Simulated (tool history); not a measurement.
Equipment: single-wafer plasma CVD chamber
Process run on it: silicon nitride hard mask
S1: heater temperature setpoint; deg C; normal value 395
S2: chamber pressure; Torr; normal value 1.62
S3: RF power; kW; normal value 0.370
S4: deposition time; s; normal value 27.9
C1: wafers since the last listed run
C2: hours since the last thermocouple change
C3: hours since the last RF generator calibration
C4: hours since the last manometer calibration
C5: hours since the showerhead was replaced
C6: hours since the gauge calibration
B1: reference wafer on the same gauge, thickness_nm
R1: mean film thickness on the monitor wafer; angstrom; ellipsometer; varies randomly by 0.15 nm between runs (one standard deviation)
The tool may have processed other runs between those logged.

Run 1, hour 0.0: usual settings but S4 26.1 s; C1 0; C2 799.8; C3 984.5; C4 1099.2; C5 4247.0; C6 334.4; B1 30.603. Result: R1 320.59 angstrom.
Run 2, hour 26.3: usual settings but S4 26.1 s; C1 586; C2 826.1; C3 1010.8; C4 1125.5; C5 4273.3; C6 360.7; B1 30.590. Result: R1 318.69 angstrom.
Run 3, hour 51.6: usual settings but S1 386 deg C, S4 30.6 s; C1 564; C2 851.4; C3 1036.1; C4 1150.8; C5 4298.6; C6 386.0; B1 30.605. Result: R1 376.05 angstrom.
Run 4, hour 86.2: usual settings but S3 0.395 kW; C1 771; C2 886.0; C3 1070.7; C4 1185.4; C5 4333.2; C6 420.6; B1 30.559. Result: R1 361.77 angstrom.
Run 5, hour 106.3: usual settings but S3 0.395 kW; C1 448; C2 906.1; C3 1090.8; C4 1205.5; C5 4353.3; C6 440.7; B1 30.626. Result: R1 358.36 angstrom.
Run 6, hour 119.0: usual settings but S3 0.395 kW; C1 283; C2 918.8; C3 1103.5; C4 1218.2; C5 4366.0; C6 453.4; B1 30.547. Result: R1 358.87 angstrom.
Run 7, hour 140.8: usual settings but S2 1.94 Torr, S3 0.420 kW; C1 486; C2 940.6; C3 1125.3; C4 1240.0; C5 4387.8; C6 475.2; B1 30.593. Result: R1 394.89 angstrom.
Run 8, hour 189.5: usual settings but S2 1.94 Torr, S3 0.420 kW; C1 1086; C2 989.3; C3 1174.0; C4 1288.7; C5 4436.5; C6 523.9; B1 30.586. Result: R1 390.40 angstrom.
Run 9, hour 224.5: usual settings but S2 1.94 Torr, S3 0.420 kW; C1 780; C2 1024.3; C3 1209.0; C4 1323.7; C5 4471.5; C6 558.9; B1 30.583. Result: R1 393.75 angstrom.
At hour 262.8: capacitance manometer re-zeroed and calibrated.
Run 10, hour 263.3: usual settings but S1 388 deg C; C1 686; C2 1063.1; C3 1247.8; C4 0.5; C5 4510.3; C6 597.7; B1 30.650. Result: R1 337.85 angstrom.
At hour 286.1: showerhead replaced.
Run 11, hour 286.6: usual settings but S1 381 deg C, S2 1.46 Torr, S3 0.415 kW, S4 32.0 s; C1 341; C2 1086.4; C3 1271.1; C4 23.8; C5 0.5; C6 621.0; B1 30.633. Result: R1 418.01 angstrom.
At hour 296.0: RF generator calibrated.
Run 12, hour 318.6: usual settings; C1 535; C2 1118.4; C3 22.6; C4 55.8; C5 32.5; C6 653.0; B1 30.590. Result: R1 360.89 angstrom.
At hour 394.7: gauge calibrated.
Run 13, hour 424.0: usual settings; C1 2350; C2 1223.8; C3 128.0; C4 161.2; C5 137.9; C6 29.3; B1 30.593. Result: R1 358.14 angstrom.
Run 14, hour 455.8: usual settings but S2 1.28 Torr; C1 709; C2 1255.6; C3 159.8; C4 193.0; C5 169.7; C6 61.1; B1 30.604. Result: R1 337.55 angstrom.
Run 15, hour 489.9: usual settings but S2 1.37 Torr; C1 760; C2 1289.7; C3 193.9; C4 227.1; C5 203.8; C6 95.2; B1 30.614. Result: R1 341.69 angstrom.
Run 16, hour 513.0: usual settings but S1 380 deg C; C1 515; C2 1312.8; C3 217.0; C4 250.2; C5 226.9; C6 118.3; B1 30.597. Result: R1 357.50 angstrom.
At hour 530.1: thermocouple changed; heater temperature recalibrated.
Run 17, hour 532.7: usual settings; C1 260; C2 2.6; C3 236.7; C4 269.9; C5 246.6; C6 138.0; B1 30.591. Result: R1 354.98 angstrom.
Run 18, hour 548.3: usual settings but S1 388 deg C, S2 1.39 Torr, S3 0.320 kW; C1 347; C2 18.2; C3 252.3; C4 285.5; C5 262.2; C6 153.6; B1 30.582. Result: R1 300.98 angstrom.
Run 19, hour 572.0: usual settings but S1 401 deg C, S3 0.400 kW, S4 29.6 s; C1 528; C2 41.9; C3 276.0; C4 309.2; C5 285.9; C6 177.3; B1 30.611. Result: R1 396.31 angstrom.
Run 20, hour 584.9: usual settings but S2 1.52 Torr, S4 29.3 s; C1 287; C2 54.8; C3 288.9; C4 322.1; C5 298.8; C6 190.2; B1 30.602. Result: R1 367.12 angstrom.
Run 21, hour 606.1: usual settings; C1 472; C2 76.0; C3 310.1; C4 343.3; C5 320.0; C6 211.4; B1 30.613. Result: R1 352.61 angstrom.
Run 22, hour 620.6: usual settings but S1 382 deg C, S2 1.74 Torr, S3 0.430 kW; C1 323; C2 90.5; C3 324.6; C4 357.8; C5 334.5; C6 225.9; B1 30.612. Result: R1 408.32 angstrom.
Run 23, hour 640.6: usual settings but S2 1.84 Torr; C1 446; C2 110.5; C3 344.6; C4 377.8; C5 354.5; C6 245.9; B1 30.630. Result: R1 361.19 angstrom.
Run 24, hour 654.0: usual settings but S2 1.31 Torr; C1 298; C2 123.9; C3 358.0; C4 391.2; C5 367.9; C6 259.3; B1 30.609. Result: R1 335.56 angstrom.
Run 25, hour 675.0: usual settings but S2 1.86 Torr, S4 23.1 s; C1 468; C2 144.9; C3 379.0; C4 412.2; C5 388.9; C6 280.3; B1 30.603. Result: R1 302.27 angstrom.
Run 26, hour 758.4: usual settings; C1 1859; C2 228.3; C3 462.4; C4 495.6; C5 472.3; C6 363.7; B1 30.552. Result: R1 352.74 angstrom.
Run 27, hour 791.6: usual settings; C1 740; C2 261.5; C3 495.6; C4 528.8; C5 505.5; C6 396.9; B1 30.603. Result: R1 351.67 angstrom.
Run 28, hour 822.9: usual settings; C1 697; C2 292.8; C3 526.9; C4 560.1; C5 536.8; C6 428.2; B1 30.616. Result: R1 352.31 angstrom.
Run 29, hour 838.4: usual settings but S1 403 deg C; C1 345; C2 308.3; C3 542.4; C4 575.6; C5 552.3; C6 443.7; B1 30.620. Result: R1 346.44 angstrom.

Here are 4 independent what-if runs from the current tool condition. What would each one return?
Run A, hour 838.8: usual settings; C1 8; C2 308.7; C3 542.8; C4 576.0; C5 552.7; C6 444.1; B1 ?. Result: R1 ?.
Run B, hour 838.8: usual settings but S1 390 deg C, S3 0.395 kW, S4 26.2 s; C1 8; C2 308.7; C3 542.8; C4 576.0; C5 552.7; C6 444.1; B1 ?. Result: R1 ?.
Run C, hour 838.8: usual settings but S1 386 deg C, S4 31.4 s; C1 8; C2 308.7; C3 542.8; C4 576.0; C5 552.7; C6 444.1; B1 ?. Result: R1 ?.
Run D, hour 838.8: usual settings but S2 1.95 Torr; C1 8; C2 308.7; C3 542.8; C4 576.0; C5 552.7; C6 444.1; B1 ?. Result: R1 ?.

run      B1      R1
  A  30.623  348.26
  B  30.623  346.24
  C  30.623  393.53
  D  30.623  363.47
Had the tool no hidden state, the same runs would have come out as:
run      R1
  A  356.40
  B  353.78
  C  402.72
  D  371.96
